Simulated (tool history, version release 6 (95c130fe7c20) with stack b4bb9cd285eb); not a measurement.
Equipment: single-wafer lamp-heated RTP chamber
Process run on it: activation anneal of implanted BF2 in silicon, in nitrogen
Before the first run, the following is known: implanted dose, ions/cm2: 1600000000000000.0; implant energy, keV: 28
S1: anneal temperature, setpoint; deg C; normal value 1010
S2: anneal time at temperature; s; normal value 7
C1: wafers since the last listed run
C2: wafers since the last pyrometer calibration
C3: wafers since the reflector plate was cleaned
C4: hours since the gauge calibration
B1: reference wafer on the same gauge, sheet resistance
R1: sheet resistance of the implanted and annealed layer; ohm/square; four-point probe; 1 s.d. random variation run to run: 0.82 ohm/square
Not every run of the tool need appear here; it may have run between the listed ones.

Run 1, hour 0: usual settings; C1 0; C2 5569; C3 8257; C4 159.7; B1 137.76. Result: R1 158.14 ohm/square.
Run 2, hour 22.7: usual settings; C1 364; C2 5933; C3 8621; C4 182.4; B1 137.94. Result: R1 157.89 ohm/square.
Run 3, hour 44.3: usual settings; C1 346; C2 6280; C3 8968; C4 204; B1 138.2. Result: R1 156.51 ohm/square.
Run 4, hour 73: usual settings; C1 460; C2 6740; C3 9428; C4 232.7; B1 138.19. Result: R1 156.98 ohm/square.
Run 5, hour 100.1: usual settings but S1 999 deg C; C1 434; C2 7175; C3 9863; C4 259.8; B1 138.04. Result: R1 166.79 ohm/square.
At hour 108.3: reflector plate cleaned.
Run 6, hour 124.5: usual settings but S1 999 deg C; C1 263; C2 7439; C3 259; C4 284.2; B1 138.1. Result: R1 166.87 ohm/square.
At hour 137.6: pyrometer window cleaned and pyrometer calibrated.
Run 7, hour 152.8: usual settings but S1 999 deg C; C1 325; C2 243; C3 585; C4 312.5; B1 138.06. Result: R1 178.22 ohm/square.
Run 8, hour 173.4: usual settings but S1 1000 deg C, S2 4 s; C1 330; C2 573; C3 916; C4 333.1; B1 138.12. Result: R1 182.99 ohm/square.
Run 9, hour 191.9: usual settings but S1 1032 deg C, S2 10 s; C1 296; C2 870; C3 1213; C4 351.6; B1 137.99. Result: R1 138.99 ohm/square.
At hour 204.9: gauge calibrated.
Run 10, hour 223.3: usual settings; C1 504; C2 1374; C3 1717; C4 18.4; B1 137.93. Result: R1 162.85 ohm/square.
Run 11, hour 244.4: usual settings but S1 981 deg C, S2 11 s; C1 338; C2 1713; C3 2056; C4 39.5; B1 138.17. Result: R1 185.84 ohm/square.
Run 12, hour 264.1: usual settings; C1 316; C2 2029; C3 2372; C4 59.2; B1 138.2. Result: R1 160.62 ohm/square.
Run 13, hour 278.3: usual settings but S2 5 s; C1 227; C2 2257; C3 2600; C4 73.4; B1 137.61. Result: R1 165.74 ohm/square.
Run 14, hour 297.4: usual settings but S2 10 s; C1 306; C2 2564; C3 2906; C4 92.5; B1 138.06. Result: R1 152.46 ohm/square.

Here are 3 independent what-if runs from the current tool condition. What would each one return?
Run A, hour 297.8: usual settings; C1 6; C2 2570; C3 2913; C4 92.9; B1 ?. Result: R1 ?.
Run B, hour 297.8: usual settings but S1 1035 deg C, S2 6 s; C1 6; C2 2570; C3 2913; C4 92.9; B1 ?. Result: R1 ?.
Run C, hour 297.8: usual settings but S2 11 s; C1 6; C2 2570; C3 2913; C4 92.9; B1 ?. Result: R1 ?.

run      B1      R1
  A  138.16  159.05
  B  138.16  140.37
  C  138.16  150.89
With no hidden state in the tool, these same runs would have given:
run      R1
  A  167.76
  B   147.6
  C  159.83

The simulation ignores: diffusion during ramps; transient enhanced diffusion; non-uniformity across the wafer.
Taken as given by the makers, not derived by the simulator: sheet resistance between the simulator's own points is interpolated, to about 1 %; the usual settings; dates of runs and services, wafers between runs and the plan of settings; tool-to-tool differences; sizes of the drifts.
